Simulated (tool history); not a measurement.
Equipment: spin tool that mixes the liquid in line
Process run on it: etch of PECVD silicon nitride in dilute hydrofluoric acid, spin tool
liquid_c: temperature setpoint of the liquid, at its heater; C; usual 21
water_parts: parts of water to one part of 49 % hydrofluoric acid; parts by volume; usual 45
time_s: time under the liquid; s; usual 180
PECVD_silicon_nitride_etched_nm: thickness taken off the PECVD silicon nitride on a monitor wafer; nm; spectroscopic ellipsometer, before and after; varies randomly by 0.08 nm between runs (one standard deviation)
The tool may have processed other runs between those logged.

run   hour  liquid_c  water_parts  time_s  wafers since the last listed run  hours since the thermometer was replaced  hours since the hydrofluoric acid flow meter was replaced  hours since the gauge calibration  read-back film thickness of the PECVD silicon nitride reference wafer, read on the same gauge (nm)  PECVD_silicon_nitride_etched_nm
  1      0        21           45     180                                 0                                     927.4                                                      490.9                              157.8                                                                                              120.04                            16.28
  2   31.8        21           45     180                               319                                     959.2                                                      522.7                              189.6                                                                                              119.96                            16.41
  3  177.5        21           45     180                              1464                                    1104.9                                                      668.4                              335.3                                                                                              120.01                            16.56
  4  215.8        21           55     180                               384                                    1143.2                                                      706.7                              373.6                                                                                              119.97                            13.63
  5  281.5        21           55     180                               660                                    1208.9                                                      772.4                              439.3                                                                                              119.95                            13.61
  6    312        21           40     230                               306                                    1239.4                                                      802.9                              469.8                                                                                              119.99                             23.8
     353.3  -- hydrofluoric acid flow meter replaced
  7    375        21           35     180                               623                                    1302.4                                                       21.7                              532.8                                                                                              119.98                            21.05
     378.9  -- thermometer replaced
  8  407.1        21           45     245                               312                                      28.2                                                       53.8                              564.9                                                                                              120.04                            21.33
  9  461.3        21           45     180                               544                                      82.4                                                        108                              619.1                                                                                                 120                             15.8
 10  524.2      22.5           45     180                               632                                     145.3                                                      170.9                                682                                                                                              120.04                            17.41
 11  590.3      18.5           30     100                               664                                     211.4                                                        237                              748.1                                                                                              119.96                             10.9
     599.3  -- gauge calibrated
 12  647.4        21           45     180                               573                                     268.5                                                      294.1                               48.1                                                                                              120.03                            15.79
 13  672.1        21           45     180                               248                                     293.2                                                      318.8                               72.8                                                                                                 120                            15.83
 14  715.8      25.5           30     180                               439                                     336.9                                                      362.5                              116.5                                                                                              119.99                            31.76
 15  781.7      25.5           45     150                               662                                     402.8                                                      428.4                              182.4                                                                                                 120                            18.05

Expected results for the next run?
 16  806.5      24.5           65      90                               249                                     427.6                                                      453.2                              207.2                                                                                                   ?                                ?

Run 16 yielded read-back film thickness of the PECVD silicon nitride reference wafer, read on the same gauge (nm) 119.97, PECVD_silicon_nitride_etched_nm 7.09 nm.
Minus the tool's unlogged condition, the same run would have read PECVD_silicon_nitride_etched_nm 6.93 nm.
